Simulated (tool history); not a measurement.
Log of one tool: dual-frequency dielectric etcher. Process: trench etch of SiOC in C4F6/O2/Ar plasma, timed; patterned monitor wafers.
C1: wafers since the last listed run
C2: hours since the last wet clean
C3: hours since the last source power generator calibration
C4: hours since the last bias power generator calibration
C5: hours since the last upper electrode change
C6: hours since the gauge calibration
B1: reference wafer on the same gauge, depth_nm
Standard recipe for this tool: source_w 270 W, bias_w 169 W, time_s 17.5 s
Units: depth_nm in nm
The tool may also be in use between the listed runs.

{"run": 1, "hour": 0.0, "source_w": 270, "bias_w": 169, "time_s": 17.5, "C1": 0, "C2": 157.8, "C3": 1181.6, "C4": 3183.7, "C5": 3684.7, "C6": 759.5, "B1": 36.52, "depth_nm": 30.75}
{"run": 2, "hour": 38.3, "source_w": 270, "bias_w": 169, "time_s": 17.5, "C1": 715, "C2": 196.1, "C3": 1219.9, "C4": 3222, "C5": 3723, "C6": 797.8, "B1": 36.54, "depth_nm": 30.85}
{"run": 3, "hour": 125.6, "source_w": 270, "bias_w": 169, "time_s": 17.5, "C1": 1631, "C2": 283.4, "C3": 1307.2, "C4": 3309.3, "C5": 3810.3, "C6": 885.1, "B1": 36.53, "depth_nm": 31.08}
{"run": 4, "hour": 193.3, "source_w": 270, "bias_w": 169, "time_s": 17.5, "C1": 1265, "C2": 351.1, "C3": 1374.9, "C4": 3377, "C5": 3878, "C6": 952.8, "B1": 36.49, "depth_nm": 30.74}
{"run": 5, "hour": 234.1, "source_w": 270, "bias_w": 169, "time_s": 17.5, "C1": 762, "C2": 391.9, "C3": 1415.7, "C4": 3417.8, "C5": 3918.8, "C6": 993.6, "B1": 36.5, "depth_nm": 30.61}
{"hour": 339.5, "done": "wet clean of the chamber"}
{"run": 6, "hour": 340.0, "source_w": 270, "bias_w": 169, "time_s": 17.5, "C1": 1530, "C2": 0.5, "C3": 1521.6, "C4": 3523.7, "C5": 4024.7, "C6": 1099.5, "B1": 36.47, "depth_nm": 30.58}
{"run": 7, "hour": 411.6, "source_w": 270, "bias_w": 169, "time_s": 17.5, "C1": 1338, "C2": 72.1, "C3": 1593.2, "C4": 3595.3, "C5": 4096.3, "C6": 1171.1, "B1": 36.49, "depth_nm": 30.54}
{"run": 8, "hour": 615.7, "source_w": 270, "bias_w": 169, "time_s": 17.5, "C1": 3814, "C2": 276.2, "C3": 1797.3, "C4": 3799.4, "C5": 4300.4, "C6": 1375.2, "B1": 36.47, "depth_nm": 30.54}
{"run": 9, "hour": 669.0, "source_w": 270, "bias_w": 169, "time_s": 17.5, "C1": 996, "C2": 329.5, "C3": 1850.6, "C4": 3852.7, "C5": 4353.7, "C6": 1428.5, "B1": 36.53, "depth_nm": 30.7}
{"hour": 785.2, "done": "upper electrode replaced"}
{"run": 10, "hour": 813.3, "source_w": 270, "bias_w": 169, "time_s": 15.5, "C1": 2248, "C2": 473.8, "C3": 1994.9, "C4": 3997, "C5": 28.1, "C6": 1572.8, "B1": 36.49, "depth_nm": 27.25}
{"hour": 845.9, "done": "gauge calibrated"}
{"hour": 851.7, "done": "wet clean of the chamber"}
{"run": 11, "hour": 861.9, "source_w": 270, "bias_w": 169, "time_s": 17.5, "C1": 459, "C2": 10.2, "C3": 2043.5, "C4": 4045.6, "C5": 76.7, "C6": 16, "B1": 36.47, "depth_nm": 30.62}
{"hour": 890.8, "done": "bias power generator calibrated"}
{"run": 12, "hour": 905.6, "source_w": 270, "bias_w": 169, "time_s": 17.5, "C1": 742, "C2": 53.9, "C3": 2087.2, "C4": 14.8, "C5": 120.4, "C6": 59.7, "B1": 36.53, "depth_nm": 30.72}
{"run": 13, "hour": 1007.1, "source_w": 270, "bias_w": 169, "time_s": 17.5, "C1": 1897, "C2": 155.4, "C3": 2188.7, "C4": 116.3, "C5": 221.9, "C6": 161.2, "B1": 36.52, "depth_nm": 30.45}
{"run": 14, "hour": 1087.7, "source_w": 230, "bias_w": 169, "time_s": 15.5, "C1": 1506, "C2": 236, "C3": 2269.3, "C4": 196.9, "C5": 302.5, "C6": 241.8, "B1": 36.56, "depth_nm": 25.3}
{"run": 15, "hour": 1191.7, "source_w": 270, "bias_w": 169, "time_s": 17.5, "C1": 1943, "C2": 340, "C3": 2373.3, "C4": 300.9, "C5": 406.5, "C6": 345.8, "B1": 36.53, "depth_nm": 30.38}
{"run": 16, "hour": 1250.0, "source_w": 330, "bias_w": 193, "time_s": 19, "C1": 1089, "C2": 398.3, "C3": 2431.6, "C4": 359.2, "C5": 464.8, "C6": 404.1, "B1": 36.46, "depth_nm": 37.52}
{"hour": 1258.0, "done": "source power generator calibrated"}
{"hour": 1300.9, "done": "wet clean of the chamber"}
{"run": 17, "hour": 1342.0, "source_w": 330, "bias_w": 138, "time_s": 12.5, "C1": 1196, "C2": 41.1, "C3": 84, "C4": 451.2, "C5": 556.8, "C6": 496.1, "B1": 36.52, "depth_nm": 22.7}
{"run": 18, "hour": 1414.7, "source_w": 270, "bias_w": 156, "time_s": 17.5, "C1": 1358, "C2": 113.8, "C3": 156.7, "C4": 523.9, "C5": 629.5, "C6": 568.8, "B1": 36.52, "depth_nm": 30.39}
{"run": 19, "hour": 1516.6, "source_w": 250, "bias_w": 169, "time_s": 13.5, "C1": 1904, "C2": 215.7, "C3": 258.6, "C4": 625.8, "C5": 731.4, "C6": 670.7, "B1": 36.48, "depth_nm": 22.99}
{"run": 20, "hour": 1595.0, "source_w": 210, "bias_w": 184, "time_s": 20, "C1": 1465, "C2": 294.1, "C3": 337, "C4": 704.2, "C5": 809.8, "C6": 749.1, "B1": 36.5, "depth_nm": 32.66}
{"run": 21, "hour": 1646.5, "source_w": 320, "bias_w": 186, "time_s": 20, "C1": 962, "C2": 345.6, "C3": 388.5, "C4": 755.7, "C5": 861.3, "C6": 800.6, "B1": 36.47, "depth_nm": 39.06}
{"run": 22, "hour": 1696.3, "source_w": 270, "bias_w": 169, "time_s": 17.5, "C1": 930, "C2": 395.4, "C3": 438.3, "C4": 805.5, "C5": 911.1, "C6": 850.4, "B1": 36.51, "depth_nm": 30.93}
{"hour": 1753.3, "done": "wet clean of the chamber"}
{"run": 23, "hour": 1795.5, "source_w": 330, "bias_w": 169, "time_s": 20.5, "C1": 1405, "C2": 42.2, "C3": 537.5, "C4": 904.7, "C5": 1010.3, "C6": 949.6, "B1": 36.5, "depth_nm": 39.65}
{"run": 24, "hour": 1850.2, "source_w": 270, "bias_w": 150, "time_s": 19, "C1": 1022, "C2": 96.9, "C3": 592.2, "C4": 959.4, "C5": 1065, "C6": 1004.3, "B1": 36.46, "depth_nm": 32.32}
{"run": 25, "hour": 1936.4, "source_w": 270, "bias_w": 195, "time_s": 20.5, "C1": 1611, "C2": 183.1, "C3": 678.4, "C4": 1045.6, "C5": 1151.2, "C6": 1090.5, "B1": 36.47, "depth_nm": 37.57}
{"run": 26, "hour": 2040.0, "source_w": 250, "bias_w": 169, "time_s": 15.5, "C1": 1936, "C2": 286.7, "C3": 782, "C4": 1149.2, "C5": 1254.8, "C6": 1194.1, "B1": 36.49, "depth_nm": 26.31}

For each run, what was the tool's unlogged condition?
etch rate over this chamber's usual, %: 0 across all the runs
bias power that arrives over what is set, %: 0 across all the runs
gauge reads high (%): 0 across all the runs
H1: source power that arrives over what is set, %
run=1 H1=-1.93
run=2 H1=-2.01
run=3 H1=-2.19
run=4 H1=-2.32
run=5 H1=-2.41
run=6 H1=-2.62
run=7 H1=-2.77
run=8 H1=-3.18
run=9 H1=-3.29
run=10 H1=-3.59
run=11 H1=-3.69
run=12 H1=-3.77
run=13 H1=-3.98
run=14 H1=-4.15
run=15 H1=-4.36
run=16 H1=-4.48
run=17 H1=-0.254
run=18 H1=-0.402
run=19 H1=-0.61
run=20 H1=-0.769
run=21 H1=-0.874
run=22 H1=-0.976
run=23 H1=-1.18
run=24 H1=-1.29
run=25 H1=-1.46
run=26 H1=-1.68

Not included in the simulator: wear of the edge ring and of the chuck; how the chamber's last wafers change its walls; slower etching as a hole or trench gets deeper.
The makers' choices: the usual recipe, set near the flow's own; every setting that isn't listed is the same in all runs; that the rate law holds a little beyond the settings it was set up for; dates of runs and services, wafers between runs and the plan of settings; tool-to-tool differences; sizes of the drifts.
